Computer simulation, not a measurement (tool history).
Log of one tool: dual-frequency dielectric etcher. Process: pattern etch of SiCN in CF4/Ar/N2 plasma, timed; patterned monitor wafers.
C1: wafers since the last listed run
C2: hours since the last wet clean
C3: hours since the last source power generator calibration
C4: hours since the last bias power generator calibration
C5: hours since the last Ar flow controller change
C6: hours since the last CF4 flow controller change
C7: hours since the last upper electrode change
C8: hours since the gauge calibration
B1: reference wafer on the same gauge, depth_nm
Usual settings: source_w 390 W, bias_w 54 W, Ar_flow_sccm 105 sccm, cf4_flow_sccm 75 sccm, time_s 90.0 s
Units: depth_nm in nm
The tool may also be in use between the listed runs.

run 1 hour=0.0 | source_w=390 bias_w=54 Ar_flow_sccm=105 cf4_flow_sccm=75 time_s=90.0 | C1=0 C2=541.8 C3=2885.3 C4=3511.8 C5=4852.3 C6=1325.7 C7=210.2 C8=2305.8 | B1=75.7 | depth_nm=64.9
-- hour=70.7 wet clean of the chamber
run 2 hour=162.7 | source_w=390 bias_w=54 Ar_flow_sccm=105 cf4_flow_sccm=75 time_s=90.0 | C1=1309 C2=92.0 C3=3048.0 C4=3674.5 C5=5015.0 C6=1488.4 C7=372.9 C8=2468.5 | B1=75.6 | depth_nm=64.7
-- hour=209.2 Ar flow controller replaced
-- hour=210.7 CF4 flow controller replaced
run 3 hour=266.9 | source_w=460 bias_w=54 Ar_flow_sccm=105 cf4_flow_sccm=75 time_s=90.0 | C1=912 C2=196.2 C3=3152.2 C4=3778.7 C5=57.7 C6=56.2 C7=477.1 C8=2572.7 | B1=75.7 | depth_nm=73.6
run 4 hour=367.2 | source_w=470 bias_w=66 Ar_flow_sccm=121 cf4_flow_sccm=75 time_s=103.5 | C1=946 C2=296.5 C3=3252.5 C4=3879.0 C5=158.0 C6=156.5 C7=577.4 C8=2673.0 | B1=75.7 | depth_nm=89.7
-- hour=390.0 bias power generator calibrated
run 5 hour=414.8 | source_w=300 bias_w=60 Ar_flow_sccm=105 cf4_flow_sccm=64 time_s=114.0 | C1=411 C2=344.1 C3=3300.1 C4=24.8 C5=205.6 C6=204.1 C7=625.0 C8=2720.6 | B1=75.7 | depth_nm=68.4
-- hour=704.8 wet clean of the chamber
run 6 hour=706.0 | source_w=390 bias_w=54 Ar_flow_sccm=120 cf4_flow_sccm=75 time_s=90.0 | C1=2522 C2=1.2 C3=3591.3 C4=316.0 C5=496.8 C6=495.3 C7=916.2 C8=3011.8 | B1=75.7 | depth_nm=64.1
run 7 hour=786.5 | source_w=390 bias_w=54 Ar_flow_sccm=105 cf4_flow_sccm=75 time_s=90.0 | C1=759 C2=81.7 C3=3671.8 C4=396.5 C5=577.3 C6=575.8 C7=996.7 C8=3092.3 | B1=75.8 | depth_nm=65.4
-- hour=804.2 gauge calibrated
-- hour=831.3 source power generator calibrated
run 8 hour=873.1 | source_w=390 bias_w=67 Ar_flow_sccm=86 cf4_flow_sccm=87 time_s=90.0 | C1=779 C2=168.3 C3=41.8 C4=483.1 C5=663.9 C6=662.4 C7=1083.3 C8=68.9 | B1=75.7 | depth_nm=71.2
run 9 hour=917.3 | source_w=390 bias_w=54 Ar_flow_sccm=105 cf4_flow_sccm=75 time_s=99.5 | C1=417 C2=212.5 C3=86.0 C4=527.3 C5=708.1 C6=706.6 C7=1127.5 C8=113.1 | B1=75.6 | depth_nm=70.0
run 10 hour=968.8 | source_w=300 bias_w=61 Ar_flow_sccm=86 cf4_flow_sccm=81 time_s=90.0 | C1=486 C2=264.0 C3=137.5 C4=578.8 C5=759.6 C6=758.1 C7=1179.0 C8=164.6 | B1=75.8 | depth_nm=56.8
run 11 hour=1064.2 | source_w=390 bias_w=45 Ar_flow_sccm=105 cf4_flow_sccm=86 time_s=90.0 | C1=900 C2=359.4 C3=232.9 C4=674.2 C5=855.0 C6=853.5 C7=1274.4 C8=260.0 | B1=75.7 | depth_nm=62.3
run 12 hour=1111.6 | source_w=390 bias_w=54 Ar_flow_sccm=105 cf4_flow_sccm=75 time_s=90.0 | C1=447 C2=406.8 C3=280.3 C4=721.6 C5=902.4 C6=900.9 C7=1321.8 C8=307.4 | B1=75.7 | depth_nm=64.1
run 13 hour=1157.7 | source_w=390 bias_w=59 Ar_flow_sccm=105 cf4_flow_sccm=91 time_s=90.0 | C1=435 C2=452.9 C3=326.4 C4=767.7 C5=948.5 C6=947.0 C7=1367.9 C8=353.5 | B1=75.7 | depth_nm=67.9
run 14 hour=1239.1 | source_w=330 bias_w=54 Ar_flow_sccm=105 cf4_flow_sccm=75 time_s=90.0 | C1=768 C2=534.3 C3=407.8 C4=849.1 C5=1029.9 C6=1028.4 C7=1449.3 C8=434.9 | B1=75.8 | depth_nm=56.5
-- hour=1284.6 wet clean of the chamber
run 15 hour=1319.6 | source_w=390 bias_w=54 Ar_flow_sccm=105 cf4_flow_sccm=75 time_s=90.0 | C1=533 C2=35.0 C3=488.3 C4=929.6 C5=1110.4 C6=1108.9 C7=1529.8 C8=515.4 | B1=75.7 | depth_nm=63.4
run 16 hour=1370.4 | source_w=310 bias_w=67 Ar_flow_sccm=105 cf4_flow_sccm=75 time_s=110.5 | C1=479 C2=85.8 C3=539.1 C4=980.4 C5=1161.2 C6=1159.7 C7=1580.6 C8=566.2 | B1=75.7 | depth_nm=70.6
run 17 hour=1442.1 | source_w=330 bias_w=54 Ar_flow_sccm=122 cf4_flow_sccm=87 time_s=90.0 | C1=676 C2=157.5 C3=610.8 C4=1052.1 C5=1232.9 C6=1231.4 C7=1652.3 C8=637.9 | B1=75.7 | depth_nm=56.5
run 18 hour=1531.0 | source_w=390 bias_w=54 Ar_flow_sccm=105 cf4_flow_sccm=59 time_s=90.0 | C1=839 C2=246.4 C3=699.7 C4=1141.0 C5=1321.8 C6=1320.3 C7=1741.2 C8=726.8 | B1=75.7 | depth_nm=60.5
run 19 hour=1617.8 | source_w=290 bias_w=44 Ar_flow_sccm=80 cf4_flow_sccm=75 time_s=67.0 | C1=819 C2=333.2 C3=786.5 C4=1227.8 C5=1408.6 C6=1407.1 C7=1828.0 C8=813.6 | B1=75.7 | depth_nm=38.3
run 20 hour=1654.9 | source_w=390 bias_w=54 Ar_flow_sccm=105 cf4_flow_sccm=75 time_s=90.0 | C1=350 C2=370.3 C3=823.6 C4=1264.9 C5=1445.7 C6=1444.2 C7=1865.1 C8=850.7 | B1=75.7 | depth_nm=63.5
run 21 hour=1745.3 | source_w=420 bias_w=58 Ar_flow_sccm=130 cf4_flow_sccm=80 time_s=90.0 | C1=853 C2=460.7 C3=914.0 C4=1355.3 C5=1536.1 C6=1534.6 C7=1955.5 C8=941.1 | B1=75.6 | depth_nm=67.6
run 22 hour=1794.6 | source_w=450 bias_w=54 Ar_flow_sccm=119 cf4_flow_sccm=75 time_s=77.5 | C1=465 C2=510.0 C3=963.3 C4=1404.6 C5=1585.4 C6=1583.9 C7=2004.8 C8=990.4 | B1=75.7 | depth_nm=59.8

3 ways to go on from here, each from the tool as it stands after run 22. What would each give?
run A hour=1795.0 | source_w=390 bias_w=54 Ar_flow_sccm=105 cf4_flow_sccm=82 time_s=90.0 | C1=3 C2=510.4 C3=963.7 C4=1405.0 C5=1585.8 C6=1584.3 C7=2005.2 C8=990.8 | B1=? | depth_nm=?
run B hour=1795.0 | source_w=360 bias_w=50 Ar_flow_sccm=105 cf4_flow_sccm=57 time_s=90.0 | C1=3 C2=510.4 C3=963.7 C4=1405.0 C5=1585.8 C6=1584.3 C7=2005.2 C8=990.8 | B1=? | depth_nm=?
run C hour=1795.0 | source_w=390 bias_w=54 Ar_flow_sccm=97 cf4_flow_sccm=75 time_s=90.0 | C1=3 C2=510.4 C3=963.7 C4=1405.0 C5=1585.8 C6=1584.3 C7=2005.2 C8=990.8 | B1=? | depth_nm=?

run=A B1=75.8 depth_nm=65.1
run=B B1=75.8 depth_nm=55.5
run=C B1=75.8 depth_nm=64.8
Without the tool's hidden state the same runs would have given:
run=A depth_nm=64.9
run=B depth_nm=55.3
run=C depth_nm=64.6
